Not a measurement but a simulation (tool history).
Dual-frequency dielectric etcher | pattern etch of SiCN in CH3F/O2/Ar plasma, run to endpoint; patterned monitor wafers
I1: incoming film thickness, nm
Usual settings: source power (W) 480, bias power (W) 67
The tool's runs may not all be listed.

Run 1, hour 0.0: usual settings but source power (W) 430; I1 8.16. Result: endpoint time (s) 22.4.
Run 2, hour 28.0: usual settings but source power (W) 430; I1 8.16. Result: endpoint time (s) 23.0.
Run 3, hour 80.0: usual settings; I1 8.21. Result: endpoint time (s) 22.6.
Run 4, hour 110.0: usual settings; I1 8.25. Result: endpoint time (s) 22.7.
Run 5, hour 144.9: usual settings; I1 8.25. Result: endpoint time (s) 22.2.
Run 6, hour 195.0: usual settings; I1 8.22. Result: endpoint time (s) 22.5.
Run 7, hour 228.6: usual settings but bias power (W) 80; I1 8.14. Result: endpoint time (s) 21.5.
Run 8, hour 269.7: usual settings but bias power (W) 56; I1 8.22. Result: endpoint time (s) 23.8.
At hour 273.9: source power generator calibrated.
Run 9, hour 297.1: usual settings; I1 8.14. Result: endpoint time (s) 22.6.
Run 10, hour 344.7: usual settings; I1 8.20. Result: endpoint time (s) 22.6.
At hour 371.5: upper electrode replaced.
At hour 372.1: bias power generator calibrated.
At hour 391.5: wet clean of the chamber.
Run 11, hour 392.0: usual settings but source power (W) 380, bias power (W) 58; I1 8.12. Result: endpoint time (s) 23.8.
Run 12, hour 469.6: usual settings but source power (W) 570, bias power (W) 55; I1 8.14. Result: endpoint time (s) 22.2.
Run 13, hour 508.2: usual settings; I1 8.15. Result: endpoint time (s) 21.9.
Run 14, hour 567.2: usual settings but source power (W) 440; I1 8.19. Result: endpoint time (s) 22.6.
Run 15, hour 599.2: usual settings but source power (W) 430, bias power (W) 56; I1 8.25. Result: endpoint time (s) 24.2.
Run 16, hour 669.6: usual settings but source power (W) 520, bias power (W) 75; I1 8.26. Result: endpoint time (s) 21.4.
Run 17, hour 700.5: usual settings but source power (W) 590, bias power (W) 80; I1 8.23. Result: endpoint time (s) 20.4.
Run 18, hour 754.5: usual settings; I1 8.22. Result: endpoint time (s) 22.6.

Hidden state or all else? Some run-to-run changes of endpoint time (s), split into what the settings, what came in and random variation would give without the hidden state, and what is left for the hidden state (with any gauge scatter that isn't in both results):
The hidden state here: etch rate over this chamber's usual, %; source power that arrives over what is set, %; bias power that arrives over what is set, %.
Run 10 -> 11: source power (W) 480 -> 380, bias power (W) 67 -> 58, upper electrode replaced, bias power generator calibrated, wet clean of the chamber. endpoint time (s) +1.2: hidden state -1.1, all else +2.3.
Run 15 -> 16: source power (W) 430 -> 520, bias power (W) 56 -> 75. endpoint time (s) -2.8: hidden state +0.1, all else -2.9.

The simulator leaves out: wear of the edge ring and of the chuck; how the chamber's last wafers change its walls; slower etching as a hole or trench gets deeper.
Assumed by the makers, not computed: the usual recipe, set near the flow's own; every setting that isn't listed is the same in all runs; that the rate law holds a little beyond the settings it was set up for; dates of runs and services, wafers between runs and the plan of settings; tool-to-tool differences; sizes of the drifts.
